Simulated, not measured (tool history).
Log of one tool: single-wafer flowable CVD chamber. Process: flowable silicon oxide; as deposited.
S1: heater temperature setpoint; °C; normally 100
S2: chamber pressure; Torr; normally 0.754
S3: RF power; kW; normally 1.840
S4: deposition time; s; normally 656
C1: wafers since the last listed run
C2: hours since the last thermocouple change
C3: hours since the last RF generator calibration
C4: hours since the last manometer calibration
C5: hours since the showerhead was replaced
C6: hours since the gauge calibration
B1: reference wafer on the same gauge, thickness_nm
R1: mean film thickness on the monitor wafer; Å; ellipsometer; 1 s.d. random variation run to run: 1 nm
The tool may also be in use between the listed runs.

| run | day | S1 | S2 | S3 | S4 | C1 | C2 | C3 | C4 | C5 | C6 | B1 | R1 |
|---|---|---|---|---|---|---|---|---|---|---|---|---|---|
| 1 | 0.000 | 100 | 0.605 | 1.840 | 656 | 0 | 2822.7 | 1332.0 | 1807.9 | 3331.2 | 163.1 | 366.073 | 2694.02 |
| 2 | 2.058 | 100 | 0.754 | 1.840 | 656 | 117 | 2872.1 | 1381.4 | 1857.3 | 3380.6 | 212.5 | 366.016 | 3383.36 |
| 3 | 4.517 | 100 | 0.754 | 1.840 | 656 | 140 | 2931.1 | 1440.4 | 1916.3 | 3439.6 | 271.5 | 365.965 | 3348.95 |
| 4 | 5.712 | 100 | 0.754 | 1.840 | 656 | 68 | 2959.8 | 1469.1 | 1945.0 | 3468.3 | 300.2 | 365.975 | 3370.88 |
| 5 | 9.067 | 100 | 0.754 | 1.840 | 656 | 192 | 3040.3 | 1549.6 | 2025.5 | 3548.8 | 380.7 | 365.945 | 3370.77 |
|  | 9.775 | RF generator calibrated |
| 6 | 11.983 | 100 | 0.754 | 1.840 | 656 | 147 | 3110.3 | 53.0 | 2095.5 | 3618.8 | 450.7 | 366.029 | 3371.41 |
|  | 13.433 | gauge calibrated |
|  | 13.679 | capacitance manometer re-zeroed and calibrated |
| 7 | 13.729 | 100 | 0.754 | 1.840 | 656 | 80 | 3152.2 | 94.9 | 1.2 | 3660.7 | 7.1 | 366.122 | 3365.30 |
|  | 16.483 | thermocouple changed; heater temperature recalibrated |
| 8 | 16.504 | 100 | 0.754 | 1.840 | 656 | 139 | 0.5 | 161.5 | 67.8 | 3727.3 | 73.7 | 366.065 | 3380.79 |
| 9 | 18.738 | 100 | 0.646 | 1.840 | 656 | 127 | 54.1 | 215.1 | 121.4 | 3780.9 | 127.3 | 366.031 | 2876.44 |
|  | 19.733 | showerhead replaced |
| 10 | 20.521 | 100 | 0.646 | 1.840 | 656 | 83 | 96.9 | 257.9 | 164.2 | 18.9 | 170.1 | 366.017 | 2871.70 |
| 11 | 22.750 | 108 | 0.824 | 1.840 | 787 | 127 | 150.4 | 311.4 | 217.7 | 72.4 | 223.6 | 366.335 | 3260.97 |
| 12 | 24.596 | 100 | 0.754 | 1.840 | 656 | 105 | 194.7 | 355.7 | 262.0 | 116.7 | 267.9 | 366.118 | 3357.99 |
| 13 | 26.325 | 108 | 0.754 | 1.840 | 656 | 99 | 236.2 | 397.2 | 303.5 | 158.2 | 309.4 | 366.065 | 2483.39 |
| 14 | 29.117 | 100 | 0.754 | 1.840 | 656 | 159 | 303.2 | 464.2 | 370.5 | 225.2 | 376.4 | 366.063 | 3348.95 |
|  | 29.896 | gauge calibrated |
| 15 | 30.442 | 105 | 0.615 | 1.705 | 656 | 75 | 335.0 | 496.0 | 402.3 | 257.0 | 13.1 | 365.807 | 2184.76 |
| 16 | 32.179 | 100 | 0.754 | 1.655 | 656 | 99 | 376.7 | 537.7 | 444.0 | 298.7 | 54.8 | 366.005 | 3180.51 |

Here are 4 independent what-if runs from the current tool condition. What would each one return?
| A | 32.204 | 100 | 0.754 | 1.840 | 656 | 1 | 377.3 | 538.3 | 444.6 | 299.3 | 55.4 | ? | ? |
| B | 32.204 | 100 | 0.754 | 2.030 | 656 | 1 | 377.3 | 538.3 | 444.6 | 299.3 | 55.4 | ? | ? |
| C | 32.204 | 100 | 0.754 | 1.840 | 742 | 1 | 377.3 | 538.3 | 444.6 | 299.3 | 55.4 | ? | ? |
| D | 32.204 | 100 | 0.754 | 1.555 | 555 | 1 | 377.3 | 538.3 | 444.6 | 299.3 | 55.4 | ? | ? |

| run | B1 | R1 |
|---|---|---|
| A | 365.865 | 3358.55 |
| B | 365.865 | 3472.62 |
| C | 365.865 | 3798.85 |
| D | 365.865 | 2586.70 |
Without the tool's unlogged condition, the same runs would have read:
| run | R1 |
|---|---|
| A | 3358.55 |
| B | 3472.62 |
| C | 3798.85 |
| D | 2586.70 |
